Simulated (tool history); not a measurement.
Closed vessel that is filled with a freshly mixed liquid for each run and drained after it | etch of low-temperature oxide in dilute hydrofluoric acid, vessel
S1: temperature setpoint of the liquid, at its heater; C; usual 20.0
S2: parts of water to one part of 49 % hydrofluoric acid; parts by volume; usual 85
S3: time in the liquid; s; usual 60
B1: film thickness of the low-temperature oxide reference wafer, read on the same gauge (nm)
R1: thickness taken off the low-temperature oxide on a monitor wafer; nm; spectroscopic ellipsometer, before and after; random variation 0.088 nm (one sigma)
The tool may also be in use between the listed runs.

run    hour    S1  S2  S3     B1     R1
  1     0.0  20.0  85  60  89.96  13.26
  2    76.5  20.0  85  70  90.01  15.52
  3   137.1  20.0  85  60  90.00  13.35
  4   229.4  20.0  85  60  90.04  13.31
  5   286.6  20.0  75  60  90.02  15.19
  6   373.6  20.0  75  60  89.99  15.30
  7   424.6  20.0  75  60  89.99  15.21
  8   621.6  20.0  60  60  90.00  19.49
  9   692.8  20.0  85  35  90.00   7.79
 10   761.3  20.0  85  35  90.02   7.74
 11   861.6  20.0  75  60  90.03  15.31
 12   946.2  20.0  85  60  89.98  13.51
 13  1007.9  22.5  65  80  90.04  26.29
     1031.7  -- thermometer replaced
 14  1060.5  20.0  85  35  90.02   7.83

The next listed run, before its measurement:
 15  1149.9  20.0  85  60   ?   ?

Run 15 gave B1 89.99, R1 13.33 nm.
Without the tool's hidden state the same run would have given R1 13.33 nm.

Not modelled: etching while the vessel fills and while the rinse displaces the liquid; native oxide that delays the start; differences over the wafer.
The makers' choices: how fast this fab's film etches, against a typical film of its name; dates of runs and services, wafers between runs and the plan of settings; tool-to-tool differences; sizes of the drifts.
